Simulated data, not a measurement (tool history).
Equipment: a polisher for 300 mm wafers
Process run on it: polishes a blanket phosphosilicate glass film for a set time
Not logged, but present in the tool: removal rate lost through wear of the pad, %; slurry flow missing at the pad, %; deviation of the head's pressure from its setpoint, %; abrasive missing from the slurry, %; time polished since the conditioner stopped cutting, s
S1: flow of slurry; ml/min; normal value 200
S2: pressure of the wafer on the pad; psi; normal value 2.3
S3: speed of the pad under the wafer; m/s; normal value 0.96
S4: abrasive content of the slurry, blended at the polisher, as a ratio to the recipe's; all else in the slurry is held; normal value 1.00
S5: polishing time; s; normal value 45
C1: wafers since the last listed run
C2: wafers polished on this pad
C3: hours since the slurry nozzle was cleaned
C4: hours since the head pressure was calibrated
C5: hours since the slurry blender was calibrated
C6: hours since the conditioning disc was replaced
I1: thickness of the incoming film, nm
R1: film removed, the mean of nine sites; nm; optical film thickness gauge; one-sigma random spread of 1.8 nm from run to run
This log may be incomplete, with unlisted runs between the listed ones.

run,hour,S1,S2,S3,S4,S5,C1,C2,C3,C4,C5,C6,I1,R1
1,0.0,160,2.3,0.96,1.00,45,0,2998,397.5,705.8,4.4,503.3,2680.8,229.3
2,48.9,200,2.3,0.96,1.00,39,420,3418,446.4,754.7,53.3,552.2,2634.3,199.8
3,111.6,200,2.3,0.96,1.00,39,539,3958,509.1,817.4,116.0,614.9,2625.4,202.1
# hour 126.9: conditioning disc replaced and pad reconditioned
# hour 161.2: slurry nozzle cleaned
4,173.8,200,2.3,0.96,1.00,39,509,4467,12.6,879.6,178.2,46.9,2621.1,203.1
# hour 236.4: worn pad replaced by a new one, of another model than before
5,255.7,200,2.3,0.96,1.00,45,669,165,94.5,961.5,260.1,128.8,2612.8,240.0
# hour 280.4: head pressure recalibrated
6,318.2,200,2.3,0.96,1.00,45,520,686,157.0,37.8,322.6,191.3,2620.2,240.4
7,375.3,200,2.6,0.96,0.95,45,491,1177,214.1,94.9,379.7,248.4,2604.7,265.9
8,414.5,200,2.6,0.96,0.95,45,337,1514,253.3,134.1,418.9,287.6,2664.0,267.7
9,460.5,200,2.6,0.96,0.95,45,395,1909,299.3,180.1,464.9,333.6,2636.0,265.6
10,541.2,200,2.7,1.26,0.70,45,694,2603,380.0,260.8,545.6,414.3,2655.2,302.7
# hour 577.8: slurry blender recalibrated
# hour 623.6: conditioning disc replaced and pad reconditioned
11,641.3,200,2.3,0.96,1.00,45,826,3430,480.1,360.9,63.5,17.7,2584.3,231.8
12,698.8,200,1.6,0.96,1.20,45,494,3924,537.6,418.4,121.0,75.2,2598.8,169.1
13,770.7,200,2.3,0.96,1.20,45,618,4543,609.5,490.3,192.9,147.1,2624.5,240.1
# hour 809.1: slurry nozzle cleaned
14,841.4,200,2.3,0.96,1.00,45,599,5142,32.3,561.0,263.6,217.8,2681.4,231.3
# hour 856.7: worn pad replaced by a new one
15,912.9,130,2.3,0.84,1.00,45,580,483,103.8,632.5,335.1,289.3,2641.9,175.0
16,1001.6,200,2.3,0.96,1.00,38,762,1246,192.5,721.2,423.8,378.0,2668.7,201.3
17,1087.0,260,2.3,0.96,0.85,55,734,1980,277.9,806.6,509.2,463.4,2605.9,289.4
# hour 1105.2: conditioning disc replaced and pad reconditioned
# hour 1165.1: slurry blender recalibrated
18,1188.1,200,3.0,0.96,0.75,45,835,2815,379.0,907.7,23.0,82.9,2578.5,286.6
# hour 1196.2: head pressure recalibrated
19,1288.6,150,2.8,0.96,0.80,57,847,3662,479.5,92.4,123.5,183.4,2686.5,308.5
20,1433.3,200,2.3,0.96,1.00,30,1244,4907,624.2,237.1,268.2,328.1,2573.1,153.1
# hour 1444.0: worn pad replaced by a new one
21,1481.0,200,2.3,0.70,1.00,45,375,318,671.9,284.8,315.9,375.8,2594.1,200.4
22,1542.8,200,2.3,0.72,1.00,45,531,849,733.7,346.6,377.7,437.6,2646.4,201.1
# hour 1544.2: slurry nozzle cleaned
# hour 1683.2: slurry blender recalibrated
# hour 1699.6: conditioning disc replaced and pad reconditioned
23,1709.7,200,2.3,0.96,1.00,45,1392,2242,165.5,513.5,26.5,10.1,2581.1,235.3
24,1750.1,155,2.3,0.78,0.80,45,347,2589,205.9,553.9,66.9,50.5,2662.8,179.3
25,1832.6,200,2.3,0.96,1.10,51,709,3298,288.4,636.4,149.4,133.0,2599.8,275.4
26,1934.0,200,2.3,0.96,1.00,45,872,4170,389.8,737.8,250.8,234.4,2604.8,233.6

Alternative continuations, all from the tool just after run 26; predict every row:
A,1934.4,200,2.3,0.96,1.00,45,3,4174,390.2,738.2,251.2,234.8,2659.3,?
B,1934.4,180,1.6,0.96,1.10,45,3,4174,390.2,738.2,251.2,234.8,2659.3,?
C,1934.4,200,2.3,0.96,1.00,61,3,4174,390.2,738.2,251.2,234.8,2659.3,?

run,R1
A,228.8
B,158.4
C,310.2
Stripped of hidden state, with their random variation kept, the same runs would have yielded:
run,R1
A,239.6
B,165.8
C,324.7
